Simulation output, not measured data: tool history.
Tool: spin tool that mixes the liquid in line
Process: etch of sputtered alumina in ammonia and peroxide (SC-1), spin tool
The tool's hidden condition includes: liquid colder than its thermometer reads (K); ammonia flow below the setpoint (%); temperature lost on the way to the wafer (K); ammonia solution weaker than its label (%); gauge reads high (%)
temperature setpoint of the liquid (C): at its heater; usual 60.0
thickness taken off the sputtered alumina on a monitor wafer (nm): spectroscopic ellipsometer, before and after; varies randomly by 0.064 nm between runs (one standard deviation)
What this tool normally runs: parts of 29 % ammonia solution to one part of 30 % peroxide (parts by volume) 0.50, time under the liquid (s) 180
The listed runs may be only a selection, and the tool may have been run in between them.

run,hour,temperature setpoint of the liquid (C),parts of 29 % ammonia solution to one part of 30 % peroxide (parts by volume),time under the liquid (s),wafers since the last listed run,hours since the thermometer was replaced,hours since the ammonia flow meter was replaced,hours since the heated supply line was repaired,hours since the drum of ammonia solution was connected,hours since the gauge calibration,"read-back film thickness of the sputtered alumina reference wafer, read on the same gauge (nm)",thickness taken off the sputtered alumina on a monitor wafer (nm)
1,0.0,60.0,0.50,180,0,1746.2,569.0,2443.4,210.4,96.3,39.97,12.73
2,33.9,60.0,0.50,180,208,1780.1,602.9,2477.3,244.3,130.2,39.98,12.58
3,55.2,60.0,0.65,180,130,1801.4,624.2,2498.6,265.6,151.5,39.98,12.93
4,68.3,58.0,0.65,180,80,1814.5,637.3,2511.7,278.7,164.6,40.02,11.59
5,97.8,60.0,0.50,180,181,1844.0,666.8,2541.2,308.2,194.1,40.02,12.55
6,118.9,60.0,0.50,180,129,1865.1,687.9,2562.3,329.3,215.2,40.00,12.61
# hour 129.9: new drum of ammonia solution connected
7,132.4,67.5,0.50,180,76,1878.6,701.4,2575.8,2.5,228.7,40.02,18.37
8,146.2,64.5,0.50,180,84,1892.4,715.2,2589.6,16.3,242.5,39.97,15.76
# hour 160.0: thermometer replaced
9,168.1,69.5,0.60,180,128,8.1,737.1,2611.5,38.2,264.4,40.01,23.30
# hour 168.4: gauge calibrated
10,186.9,60.0,0.65,180,115,26.9,755.9,2630.3,57.0,18.5,40.03,14.50
11,205.4,60.0,0.50,180,113,45.4,774.4,2648.8,75.5,37.0,40.03,14.21
# hour 217.1: heated supply line repaired
# hour 219.8: ammonia flow meter replaced
12,240.9,60.0,0.65,105,205,80.9,21.1,23.8,111.0,72.5,39.96,8.43
13,274.4,67.0,0.65,120,205,114.4,54.6,57.3,144.5,106.0,40.02,13.68
14,296.5,67.5,0.65,280,135,136.5,76.7,79.4,166.6,128.1,39.99,32.54
15,320.8,51.5,0.30,240,149,160.8,101.0,103.7,190.9,152.4,40.02,11.39

Branching from run 15: 5 alternative next runs. What would each branch give?
A,321.3,60.0,0.50,180,3,161.3,101.5,104.2,191.4,152.9,?,?
B,321.3,63.5,0.50,150,3,161.3,101.5,104.2,191.4,152.9,?,?
C,321.3,60.0,0.40,180,3,161.3,101.5,104.2,191.4,152.9,?,?
D,321.3,60.0,0.65,225,3,161.3,101.5,104.2,191.4,152.9,?,?
E,321.3,60.0,0.25,180,3,161.3,101.5,104.2,191.4,152.9,?,?

run,"read-back film thickness of the sputtered alumina reference wafer, read on the same gauge (nm)",thickness taken off the sputtered alumina on a monitor wafer (nm)
A,40.02,14.03
B,40.02,13.97
C,40.02,13.73
D,40.02,17.97
E,40.02,13.14
Without the tool's unlogged condition, the same runs would have read:
run,thickness taken off the sputtered alumina on a monitor wafer (nm)
A,14.34
B,14.27
C,14.04
D,18.38
E,13.43
